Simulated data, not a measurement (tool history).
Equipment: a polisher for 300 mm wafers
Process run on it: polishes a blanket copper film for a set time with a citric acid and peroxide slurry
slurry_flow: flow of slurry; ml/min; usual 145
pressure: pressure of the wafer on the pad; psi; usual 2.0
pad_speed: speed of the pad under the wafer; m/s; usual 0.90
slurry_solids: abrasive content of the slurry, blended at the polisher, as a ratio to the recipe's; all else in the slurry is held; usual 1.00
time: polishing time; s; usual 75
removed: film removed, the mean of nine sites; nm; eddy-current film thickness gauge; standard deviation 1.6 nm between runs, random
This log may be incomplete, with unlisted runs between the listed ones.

run    hour  slurry_flow  pressure  pad_speed  slurry_solids  time  wafers since the last listed run  wafers polished on this pad  hours since the slurry nozzle was cleaned  hours since the head pressure was calibrated  hours since the slurry blender was calibrated  incoming thickness of the incoming film, nm  removed
  1     0.0          145       2.0       0.90           1.00    75                                 0                          791                                       62.4                                         766.1                                          249.4                                        516.8    111.5
  2    44.3          145       2.0       0.90           1.00    75                               304                         1096                                      106.7                                         810.4                                          293.7                                        526.9    110.7
  3    82.5          145       2.0       0.90           1.00    75                               262                         1358                                      144.9                                         848.6                                          331.9                                        524.9    109.0
       96.6  -- slurry blender recalibrated
  4   115.2          145       2.0       0.90           1.00    75                               210                         1569                                      177.6                                         881.3                                           18.6                                        516.7    106.0
  5   172.9          145       2.2       0.90           1.00    75                               396                         1965                                      235.3                                         939.0                                           76.3                                        524.8    117.2
      196.7  -- worn pad replaced by a new one
  6   211.2          145       2.2       0.90           1.00    75                               235                           99                                      273.6                                         977.3                                          114.6                                        511.0    130.1
      237.9  -- slurry nozzle cleaned
  7   279.0          145       2.0       0.90           1.00    75                               458                          558                                       41.1                                        1045.1                                          182.4                                        523.2    111.1
  8   325.8          145       2.0       0.90           1.00    75                               321                          879                                       87.9                                        1091.9                                          229.2                                        516.4    108.0
  9   351.4          145       2.0       0.90           1.00    75                               175                         1055                                      113.5                                        1117.5                                          254.8                                        526.7    107.0
 10   402.4          145       2.0       0.90           1.00    75                               350                         1405                                      164.5                                        1168.5                                          305.8                                        509.6    106.9
      423.5  -- slurry blender recalibrated
 11   460.2          145       2.0       0.90           1.00    75                               383                         1788                                      222.3                                        1226.3                                           36.7                                        519.9    105.8
 12   497.0          145       2.0       0.90           1.00    75                               252                         2041                                      259.1                                        1263.1                                           73.5                                        518.1    107.6
      517.8  -- slurry nozzle cleaned
      519.4  -- worn pad replaced by a new one
 13   533.4          145       2.0       0.90           1.00    75                               231                           95                                       15.6                                        1299.5                                          109.9                                        525.3    117.2
 14   563.8          145       2.0       0.90           1.00    91                               208                          304                                       46.0                                        1329.9                                          140.3                                        520.2    137.8
      615.0  -- head pressure recalibrated
 15   632.6          145       2.0       0.90           1.00    91                               458                          763                                      114.8                                          17.6                                          209.1                                        521.2    132.0
 16   695.5          145       2.0       0.68           1.00    84                               431                         1195                                      177.7                                          80.5                                          272.0                                        521.0     92.3
      724.0  -- slurry blender recalibrated
 17   733.3          145       2.0       0.90           1.00    75                               245                         1440                                      215.5                                         118.3                                            9.3                                        525.7    106.1
      840.8  -- worn pad replaced by a new one
      868.1  -- slurry nozzle cleaned
 18   895.7          145       2.0       0.90           1.00    75                              1080                          369                                       27.6                                         280.7                                          171.7                                        521.4    114.3
 19   927.7          160       2.0       0.90           1.00    75                               219                          589                                       59.6                                         312.7                                          203.7                                        511.0    116.2
 20   957.2          145       1.6       0.90           1.00    95                               202                          792                                       89.1                                         342.2                                          233.2                                        519.4    114.7
     1002.4  -- slurry blender recalibrated
 21  1014.0          145       2.0       0.90           1.00    75                               376                         1168                                      145.9                                         399.0                                           11.6                                        527.3    108.6
 22  1066.0          145       2.0       0.90           0.85    75                               357                         1525                                      197.9                                         451.0                                           63.6                                        527.0    104.5
 23  1112.6          145       2.0       0.90           1.00    75                               319                         1845                                      244.5                                         497.6                                          110.2                                        519.7    108.8
 24  1175.7          145       2.0       0.90           1.25    75                               433                         2278                                      307.6                                         560.7                                          173.3                                        520.7    110.7

Estimate the outcome of run 25 from the log above:
     1181.8  -- slurry nozzle cleaned
     1211.6  -- worn pad replaced by a new one
 25  1233.4          185       2.0       0.90           1.00    61                               361                          149                                       51.6                                         618.4                                          231.0                                        510.1        ?

Run 25 gave removed 103.3 nm.
Had the tool carried no hidden state, the very same run would have given removed 106.8 nm.

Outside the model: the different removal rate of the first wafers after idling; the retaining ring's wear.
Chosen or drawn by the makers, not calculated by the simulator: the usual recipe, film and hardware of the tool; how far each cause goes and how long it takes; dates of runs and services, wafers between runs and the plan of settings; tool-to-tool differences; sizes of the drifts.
